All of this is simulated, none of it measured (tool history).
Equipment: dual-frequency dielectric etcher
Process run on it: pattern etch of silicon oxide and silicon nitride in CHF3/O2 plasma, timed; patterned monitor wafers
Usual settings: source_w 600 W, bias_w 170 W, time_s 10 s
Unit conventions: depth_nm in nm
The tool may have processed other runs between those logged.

run	hour	source_w	bias_w	time_s	read-back reference wafer on the same gauge, depth_nm	depth_nm
1	0	600	170	10	19.19	15.73
2	94.2	600	170	10	19.18	15.58
3	136.5	600	170	11.5	19.18	17.95
4	186.7	600	170	11.5	19.2	17.95
# hour 237: wet clean of the chamber
5	253.6	600	170	10	19.18	15.93
6	336.2	600	170	10	19.19	15.8
7	375	600	170	10	19.18	15.8
8	478.5	520	180	10	19.18	15.36
# hour 579.7: upper electrode replaced
9	580.2	520	180	10	19.17	15.25
10	603.1	600	170	8.5	19.21	13.34
11	650.5	600	170	8.5	19.22	13.19
12	730.8	600	170	10	19.22	15.56
# hour 785.5: wet clean of the chamber
13	824.3	600	170	10	19.21	15.98
14	878.1	600	170	10	19.22	15.86
# hour 952.3: bias power generator calibrated
15	967.5	600	170	11.5	19.2	18.52
16	1041.4	600	146	10	19.22	15.1
17	1098.8	600	170	10	19.21	15.97
18	1152	710	148	10	19.21	15.92
# hour 1169.6: gauge calibrated
19	1218	670	186	10	19.22	17.07
20	1274.4	600	170	10	19.19	15.89
# hour 1337.4: wet clean of the chamber
# hour 1352.3: source power generator calibrated
21	1377	600	195	10	19.18	17.11
22	1425.7	600	170	12	19.2	19.35
23	1510.2	600	170	10	19.18	16.05
24	1552.9	600	170	10	19.19	16.02
25	1639.6	520	211	12	19.2	19.87
26	1705	600	170	10	19.19	15.93
27	1741.9	730	137	11	19.21	17.13
28	1798.7	550	188	11	19.21	17.61
29	1841.8	710	185	11	19.2	19.07

Branching from run 29: 4 alternative next runs. What would each branch give?
A	1842.2	600	156	10	?	?
B	1842.2	600	131	8.5	?	?
C	1842.2	690	170	8.5	?	?
D	1842.2	710	211	12	?	?

run	read-back reference wafer on the same gauge, depth_nm	depth_nm
A	19.19	15.28
B	19.19	12.13
C	19.19	14.07
D	19.19	21.83
Without the tool's hidden state the same runs would have given:
run	depth_nm
A	15.66
B	12.43
C	14.42
D	22.38
